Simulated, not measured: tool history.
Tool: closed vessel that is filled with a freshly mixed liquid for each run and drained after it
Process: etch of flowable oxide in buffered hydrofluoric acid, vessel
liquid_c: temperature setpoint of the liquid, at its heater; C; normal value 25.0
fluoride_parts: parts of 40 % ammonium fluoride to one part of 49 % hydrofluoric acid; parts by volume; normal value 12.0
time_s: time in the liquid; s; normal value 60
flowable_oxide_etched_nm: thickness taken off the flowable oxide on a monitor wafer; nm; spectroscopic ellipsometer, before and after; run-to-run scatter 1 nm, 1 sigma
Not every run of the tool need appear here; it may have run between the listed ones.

| run | hour | liquid_c | fluoride_parts | time_s | read-back film thickness of the flowable oxide reference wafer, read on the same gauge (nm) | flowable_oxide_etched_nm |
|---|---|---|---|---|---|---|
| 1 | 0.0 | 25.0 | 12.0 | 60 | 89.98 | 190.69 |
| 2 | 38.1 | 25.0 | 8.0 | 60 | 90.00 | 275.99 |
| 3 | 83.5 | 25.0 | 12.0 | 60 | 90.02 | 192.12 |
| 4 | 140.5 | 25.0 | 12.0 | 60 | 89.99 | 191.44 |
| 5 | 210.7 | 25.0 | 12.0 | 60 | 90.00 | 189.51 |
| 6 | 252.0 | 25.0 | 12.0 | 60 | 89.99 | 189.02 |
| 7 | 296.2 | 25.0 | 9.0 | 60 | 89.98 | 243.23 |
| 8 | 360.5 | 25.0 | 9.0 | 60 | 89.99 | 248.41 |
| 9 | 406.2 | 25.0 | 9.0 | 60 | 89.97 | 248.49 |
| 10 | 444.9 | 25.0 | 12.0 | 60 | 90.00 | 193.29 |
| 11 | 506.5 | 25.0 | 12.0 | 60 | 90.02 | 194.22 |
|  | 523.5 | thermometer replaced |
| 12 | 561.8 | 25.0 | 12.0 | 60 | 90.03 | 178.32 |
| 13 | 624.6 | 25.0 | 12.0 | 60 | 90.00 | 178.37 |
| 14 | 678.1 | 26.5 | 12.0 | 60 | 90.00 | 192.68 |
| 15 | 721.3 | 25.0 | 12.0 | 60 | 89.99 | 177.51 |
| 16 | 783.6 | 25.0 | 12.0 | 60 | 90.01 | 178.06 |
| 17 | 816.0 | 25.0 | 12.0 | 95 | 90.01 | 283.88 |
| 18 | 856.7 | 25.0 | 12.0 | 60 | 90.00 | 178.94 |
| 19 | 903.2 | 25.0 | 12.0 | 60 | 90.00 | 177.69 |
| 20 | 972.5 | 23.5 | 14.5 | 35 | 90.02 | 80.26 |
|  | 1022.0 | hydrofluoric acid flow meter replaced |
| 21 | 1034.9 | 25.0 | 12.0 | 60 | 89.98 | 182.02 |
| 22 | 1093.1 | 22.0 | 7.5 | 90 | 89.99 | 353.10 |
| 23 | 1221.2 | 28.5 | 7.5 | 60 | 89.99 | 336.88 |
| 24 | 1289.8 | 20.5 | 12.0 | 60 | 90.00 | 142.29 |
| 25 | 1334.5 | 27.5 | 8.5 | 60 | 89.97 | 283.03 |
|  | 1347.2 | gauge calibrated |
| 26 | 1384.6 | 27.0 | 9.0 | 90 | 90.00 | 389.43 |
| 27 | 1446.9 | 28.5 | 7.0 | 40 | 90.02 | 248.10 |
| 28 | 1491.3 | 25.0 | 12.0 | 60 | 90.01 | 182.86 |
| 29 | 1551.7 | 25.0 | 12.0 | 60 | 89.98 | 183.78 |
| 30 | 1611.2 | 25.0 | 12.0 | 60 | 90.02 | 183.66 |
| 31 | 1645.6 | 28.0 | 10.5 | 60 | 90.01 | 247.43 |
| 32 | 1702.4 | 26.5 | 15.5 | 60 | 90.01 | 156.12 |
| 33 | 1740.5 | 20.5 | 12.0 | 60 | 90.00 | 144.38 |
| 34 | 1785.8 | 23.5 | 10.5 | 95 | 90.01 | 307.90 |

Run by run, hidden condition taken away, random variation retained:
What the log doesn't record here: liquid hotter than its thermometer reads (K); hydrofluoric acid flow below the setpoint (%); gauge reads high (%).
| run | flowable_oxide_etched_nm |
|---|---|
| 1 | 176.25 |
| 2 | 254.71 |
| 3 | 176.90 |
| 4 | 175.90 |
| 5 | 173.66 |
| 6 | 172.93 |
| 7 | 222.20 |
| 8 | 226.32 |
| 9 | 225.90 |
| 10 | 175.51 |
| 11 | 175.89 |
| 12 | 176.97 |
| 13 | 176.64 |
| 14 | 190.41 |
| 15 | 175.12 |
| 16 | 175.20 |
| 17 | 279.01 |
| 18 | 175.59 |
| 19 | 173.98 |
| 20 | 78.35 |
| 21 | 177.26 |
| 22 | 342.93 |
| 23 | 326.04 |
| 24 | 137.08 |
| 25 | 272.56 |
| 26 | 374.17 |
| 27 | 237.98 |
| 28 | 174.93 |
| 29 | 175.34 |
| 30 | 174.85 |
| 31 | 235.41 |
| 32 | 148.13 |
| 33 | 136.49 |
| 34 | 290.92 |
